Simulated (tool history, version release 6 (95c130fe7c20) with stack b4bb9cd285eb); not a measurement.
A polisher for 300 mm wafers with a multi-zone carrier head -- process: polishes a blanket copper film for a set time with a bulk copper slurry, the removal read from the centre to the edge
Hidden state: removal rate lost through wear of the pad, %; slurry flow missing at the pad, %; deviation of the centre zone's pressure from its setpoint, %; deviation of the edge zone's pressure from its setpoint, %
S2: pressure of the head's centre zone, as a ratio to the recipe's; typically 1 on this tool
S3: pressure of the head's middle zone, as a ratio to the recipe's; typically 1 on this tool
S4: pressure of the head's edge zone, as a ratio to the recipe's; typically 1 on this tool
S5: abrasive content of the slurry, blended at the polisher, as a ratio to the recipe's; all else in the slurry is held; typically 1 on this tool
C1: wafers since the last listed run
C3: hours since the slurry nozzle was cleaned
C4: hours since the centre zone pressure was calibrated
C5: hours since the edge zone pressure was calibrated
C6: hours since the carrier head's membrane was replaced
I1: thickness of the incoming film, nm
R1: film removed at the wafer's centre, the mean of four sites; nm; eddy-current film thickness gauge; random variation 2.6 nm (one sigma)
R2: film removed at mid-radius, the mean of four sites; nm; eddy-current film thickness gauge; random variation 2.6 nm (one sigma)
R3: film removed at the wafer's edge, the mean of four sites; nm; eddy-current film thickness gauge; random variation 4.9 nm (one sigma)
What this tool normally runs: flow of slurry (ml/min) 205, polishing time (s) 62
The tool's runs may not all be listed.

Run 1, hour 0: usual settings but S3 1.06; C1 0; wafers polished on this pad 628; C3 360.7; C4 694.8; C5 503.4; C6 1189.5; I1 2136.4. Result: R1 384.3 nm, R2 379.5 nm, R3 351.7 nm.
Run 2, hour 29.3: usual settings but S3 1.06; C1 363; wafers polished on this pad 991; C3 390; C4 724.1; C5 532.7; C6 1218.8; I1 2129.1. Result: R1 383 nm, R2 377 nm, R3 356.8 nm.
Run 3, hour 55.6: usual settings but flow of slurry (ml/min) 265, S4 0.94; C1 325; wafers polished on this pad 1317; C3 416.3; C4 750.4; C5 559; C6 1245.1; I1 2174.1. Result: R1 400.5 nm, R2 373 nm, R3 359.2 nm.
Run 4, hour 71.9: usual settings but flow of slurry (ml/min) 245; C1 201; wafers polished on this pad 1519; C3 432.6; C4 766.7; C5 575.3; C6 1261.4; I1 2154.3. Result: R1 398.3 nm, R2 371.1 nm, R3 358.9 nm.
At hour 100: centre zone pressure recalibrated.
At hour 101.3: worn pad replaced by a new one.
Run 5, hour 106: usual settings; C1 381; wafers polished on this pad 58; C3 466.7; C4 6; C5 609.4; C6 1295.5; I1 2139.9. Result: R1 361.2 nm, R2 363.7 nm, R3 351.1 nm.
Run 6, hour 133.1: usual settings but polishing time (s) 75; C1 335; wafers polished on this pad 393; C3 493.8; C4 33.1; C5 636.5; C6 1322.6; I1 2159.9. Result: R1 441.1 nm, R2 434.4 nm, R3 440.7 nm.
Run 7, hour 160.7: usual settings but polishing time (s) 75; C1 341; wafers polished on this pad 735; C3 521.4; C4 60.7; C5 664.1; C6 1350.2; I1 2160.7. Result: R1 444.7 nm, R2 437.6 nm, R3 438.2 nm.
At hour 164.8: slurry nozzle cleaned.
At hour 174.9: edge zone pressure recalibrated.
At hour 175.2: carrier head's membrane replaced by a new one.
Run 8, hour 191.8: usual settings but S2 1.03; C1 344; wafers polished on this pad 1079; C3 27; C4 91.8; C5 16.9; C6 16.6; I1 2156.8. Result: R1 377.4 nm, R2 361.6 nm, R3 349.9 nm.
Run 9, hour 221.6: usual settings; C1 369; wafers polished on this pad 1449; C3 56.8; C4 121.6; C5 46.7; C6 46.4; I1 2165.7. Result: R1 366.2 nm, R2 357.5 nm, R3 355.4 nm.
Run 10, hour 248.6: usual settings but S3 1.05, S5 1.1; C1 334; wafers polished on this pad 1783; C3 83.8; C4 148.6; C5 73.7; C6 73.4; I1 2177. Result: R1 376.6 nm, R2 388.4 nm, R3 364.9 nm.
At hour 257.2: worn pad replaced by a new one.
Run 11, hour 262: usual settings but flow of slurry (ml/min) 230, S2 0.92, S4 0.97, polishing time (s) 50; C1 116; wafers polished on this pad 59; C3 97.2; C4 162; C5 87.1; C6 86.8; I1 2167. Result: R1 279.6 nm, R2 294.1 nm, R3 289.6 nm.
Run 12, hour 279.1: usual settings but S5 0.9; C1 211; wafers polished on this pad 271; C3 114.3; C4 179.1; C5 104.2; C6 103.9; I1 2115.5. Result: R1 358.1 nm, R2 355.8 nm, R3 346.8 nm.
Run 13, hour 301.5: usual settings but S2 1.05; C1 277; wafers polished on this pad 548; C3 136.7; C4 201.5; C5 126.6; C6 126.3; I1 2125.8. Result: R1 381.6 nm, R2 361 nm, R3 360.6 nm.
Run 14, hour 332.8: usual settings but flow of slurry (ml/min) 180, S2 0.91, polishing time (s) 72; C1 387; wafers polished on this pad 936; C3 168; C4 232.8; C5 157.9; C6 157.6; I1 2131. Result: R1 389.2 nm, R2 409 nm, R3 412.2 nm.
Run 15, hour 351.8: usual settings but flow of slurry (ml/min) 140, S4 0.93; C1 235; wafers polished on this pad 1171; C3 187; C4 251.8; C5 176.9; C6 176.6; I1 2164. Result: R1 338.2 nm, R2 335.4 nm, R3 320.9 nm.
Run 16, hour 418.3: usual settings but S3 1.07, polishing time (s) 75; C1 823; wafers polished on this pad 1995; C3 253.5; C4 318.3; C5 243.4; C6 243.1; I1 2159.9. Result: R1 458.5 nm, R2 467.4 nm, R3 429.2 nm.
Run 17, hour 443.3: usual settings; C1 309; wafers polished on this pad 2305; C3 278.5; C4 343.3; C5 268.4; C6 268.1; I1 2178.3. Result: R1 374.8 nm, R2 363.7 nm, R3 357.7 nm.
At hour 458.2: worn pad replaced by a new one.
Run 18, hour 458.7: usual settings; C1 141; wafers polished on this pad 6; C3 293.9; C4 358.7; C5 283.8; C6 283.5; I1 2153.7. Result: R1 374.2 nm, R2 363.6 nm, R3 353 nm.
Run 19, hour 471.4: usual settings but S3 1.07, S4 0.9, polishing time (s) 80; C1 157; wafers polished on this pad 163; C3 306.6; C4 371.4; C5 296.5; C6 296.2; I1 2128.5. Result: R1 484.8 nm, R2 496.8 nm, R3 438.8 nm.
Run 20, hour 504.4: usual settings but flow of slurry (ml/min) 160; C1 408; wafers polished on this pad 572; C3 339.6; C4 404.4; C5 329.5; C6 329.2; I1 2144. Result: R1 358.6 nm, R2 348.2 nm, R3 345.7 nm.

Describe how what the log doesn't record of the tool's condition differs between the last listed run preceding each entry between runs and the first listed run following it.
Run 4 -> run 5: centre zone pressure recalibrated (hour 100); worn pad replaced by a new one (hour 101.3)
  deviation of the centre zone's pressure from its setpoint, %: 9.24 -> -0.186
  the result without the hidden state subtracted from the measured one, R1: +27.9 -> -0.6 nm
Run 7 -> run 8: slurry nozzle cleaned (hour 164.8); edge zone pressure recalibrated (hour 174.9); carrier head's membrane replaced by a new one (hour 175.2)
  deviation of the centre zone's pressure from its setpoint, %: 0.45 -> 0.812
  the result without the hidden state subtracted from the measured one, R1: +1.6 -> +2.5 nm
Run 10 -> run 11: worn pad replaced by a new one (hour 257.2)
  deviation of the centre zone's pressure from its setpoint, %: 1.47 -> 1.63
  the result without the hidden state subtracted from the measured one, R1: +4.4 -> +3.6 nm
Run 17 -> run 18: worn pad replaced by a new one (hour 458.2)
  deviation of the centre zone's pressure from its setpoint, %: 3.74 -> 3.92
  the result without the hidden state subtracted from the measured one, R1: +11.1 -> +11.6 nm
